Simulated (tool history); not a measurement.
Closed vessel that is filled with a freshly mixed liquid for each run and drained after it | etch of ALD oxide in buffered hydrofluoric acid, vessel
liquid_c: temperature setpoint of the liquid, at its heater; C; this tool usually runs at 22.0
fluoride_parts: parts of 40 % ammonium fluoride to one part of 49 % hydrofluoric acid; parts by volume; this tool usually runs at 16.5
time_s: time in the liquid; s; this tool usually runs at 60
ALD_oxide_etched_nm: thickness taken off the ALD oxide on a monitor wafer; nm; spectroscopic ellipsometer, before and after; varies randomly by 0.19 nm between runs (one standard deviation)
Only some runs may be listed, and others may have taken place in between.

run   hour  liquid_c  fluoride_parts  time_s  wafers since the last listed run  hours since the thermometer was replaced  hours since the hydrofluoric acid flow meter was replaced  hours since the gauge calibration  read-back film thickness of the ALD oxide reference wafer, read on the same gauge (nm)  ALD_oxide_etched_nm
  1    0.0      24.0            16.5      85                                 0                                    1829.7                                                     1738.6                               71.4                                                                                  139.98               127.55
  2   10.6      24.0            16.5      85                              1376                                    1840.3                                                     1749.2                               82.0                                                                                  140.03               126.92
  3   26.9      23.5            20.0      60                              2117                                    1856.6                                                     1765.5                               98.3                                                                                  139.96                72.58
  4   41.3      22.0            21.0      60                              1870                                    1871.0                                                     1779.9                              112.7                                                                                  140.00                63.31
  5   53.1      22.0            16.5      60                              1532                                    1882.8                                                     1791.7                              124.5                                                                                  140.02                80.46
  6   59.2      22.0            19.0      60                               792                                    1888.9                                                     1797.8                              130.6                                                                                  139.98                70.44
  7   73.0      22.0            16.5      45                              1792                                    1902.7                                                     1811.6                              144.4                                                                                  140.00                60.72
  8   82.3      22.0            16.5      45                              1208                                    1912.0                                                     1820.9                              153.7                                                                                  140.00                60.69
  9   96.8      22.0            16.5      60                              1883                                    1926.5                                                     1835.4                              168.2                                                                                  140.01                80.87
     104.3  -- gauge calibrated
 10  114.0      22.0            14.5      80                              2234                                    1943.7                                                     1852.6                                9.7                                                                                  140.01               122.73
 11  126.8      23.5            16.5      60                              1662                                    1956.5                                                     1865.4                               22.5                                                                                  140.03                87.99
     133.7  -- hydrofluoric acid flow meter replaced
 12  134.2      22.0            10.0      60                               831                                    1963.9                                                        0.5                               29.9                                                                                  140.03               119.51
 13  147.2      22.0            16.5      60                              1688                                    1976.9                                                       13.5                               42.9                                                                                  139.97                73.96
     149.7  -- thermometer replaced
 14  164.5      23.5            22.5      75                              2117                                      14.8                                                       30.8                               60.2                                                                                  140.01                75.83
 15  182.3      18.5            14.0      60                              2312                                      32.6                                                       48.6                               78.0                                                                                  139.99                71.36
 16  199.7      17.5            22.0      35                              2260                                      50.0                                                       66.0                               95.4                                                                                  140.00                25.75

3 options for the next run, each taken on its own from the tool as it stands now. Forecast them:
  A  200.4      22.0            16.5      60                                90                                      50.7                                                       66.7                               96.1                                                                                       ?                    ?
  B  200.4      26.0            11.5      35                                90                                      50.7                                                       66.7                               96.1                                                                                       ?                    ?
  C  200.4      20.5            19.5      75                                90                                      50.7                                                       66.7                               96.1                                                                                       ?                    ?

run  read-back film thickness of the ALD oxide reference wafer, read on the same gauge (nm)  ALD_oxide_etched_nm
  A                                                                                  140.01                73.49
  B                                                                                  140.01                75.98
  C                                                                                  140.01                71.67
Take away the tool's hidden state, keep each run's random variation, and the runs would have read:
run  ALD_oxide_etched_nm
  A                71.99
  B                74.43
  C                70.20

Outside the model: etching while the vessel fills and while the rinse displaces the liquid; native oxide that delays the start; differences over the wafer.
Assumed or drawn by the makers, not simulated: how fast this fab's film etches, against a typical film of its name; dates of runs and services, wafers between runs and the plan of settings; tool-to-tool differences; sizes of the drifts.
